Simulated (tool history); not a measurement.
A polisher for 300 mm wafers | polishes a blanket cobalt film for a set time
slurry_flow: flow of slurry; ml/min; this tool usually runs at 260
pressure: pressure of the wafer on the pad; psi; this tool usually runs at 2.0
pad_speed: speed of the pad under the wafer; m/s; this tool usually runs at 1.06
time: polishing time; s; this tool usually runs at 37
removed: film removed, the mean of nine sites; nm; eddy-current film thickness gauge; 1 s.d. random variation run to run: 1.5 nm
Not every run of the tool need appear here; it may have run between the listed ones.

run	day	slurry_flow	pressure	pad_speed	time	wafers since the last listed run	wafers polished on this pad	hours since the slurry nozzle was cleaned	hours since the head pressure was calibrated	incoming thickness of the incoming film, nm	removed
1	0.000	260	2.0	1.06	37	0	2	39.4	692.7	798.8	180.7
2	1.542	260	2.0	1.06	37	380	382	76.4	729.7	776.3	178.4
3	4.450	260	2.0	1.06	37	716	1099	146.2	799.5	794.1	176.8
4	7.883	260	2.0	0.88	37	846	1946	228.6	881.9	790.7	145.5
# day 10.538: worn pad replaced by a new one
5	11.217	260	2.0	1.06	37	780	167	308.6	961.9	785.9	176.5
6	12.833	260	2.0	1.06	37	398	565	347.4	1000.7	779.6	175.8
7	16.967	260	2.0	1.06	37	1018	1584	446.6	1099.9	784.5	174.4
# day 18.788: head pressure recalibrated
8	18.867	260	2.3	0.88	37	447	2032	492.2	1.9	797.3	167.4
# day 21.733: worn pad replaced by a new one
9	22.054	260	2.3	0.88	37	744	79	568.7	78.4	797.8	173.4
10	24.425	195	2.0	0.90	37	584	663	625.6	135.3	787.4	144.6
11	26.612	260	2.0	1.06	37	539	1202	678.1	187.8	779.4	172.8
# day 26.700: slurry nozzle cleaned
12	28.758	260	2.0	1.06	37	518	1721	49.4	239.3	786.7	174.1
# day 31.225: worn pad replaced by a new one
13	32.596	215	2.0	1.06	37	904	337	141.5	331.4	795.1	171.2
14	34.762	260	2.0	1.06	37	534	871	193.5	383.4	773.9	174.0
15	37.804	260	2.0	0.86	37	749	1621	266.5	456.4	778.9	143.7
16	40.825	260	2.0	1.06	37	744	2366	339.0	528.9	805.1	173.8
# day 41.283: worn pad replaced by a new one
17	44.533	230	2.0	1.06	30	873	800	428.0	617.9	790.4	139.1
18	48.871	310	2.0	1.28	37	1069	1870	532.1	722.0	777.6	207.6
19	50.392	230	2.0	1.06	49	374	2245	568.6	758.5	780.2	225.3

Branching from run 19: 4 alternative next runs. What would each branch give?
A	50.408	260	2.0	1.06	37	4	2249	569.0	758.9	795.1	?
B	50.408	260	2.0	1.26	41	4	2249	569.0	758.9	795.1	?
C	50.408	170	2.0	1.06	37	4	2249	569.0	758.9	795.1	?
D	50.408	290	1.5	0.96	37	4	2249	569.0	758.9	795.1	?

run	removed
A	173.5
B	225.1
C	163.1
D	120.4
Without the tool's unlogged condition, the same runs would have read:
run	removed
A	180.1
B	233.7
C	169.3
D	125.0
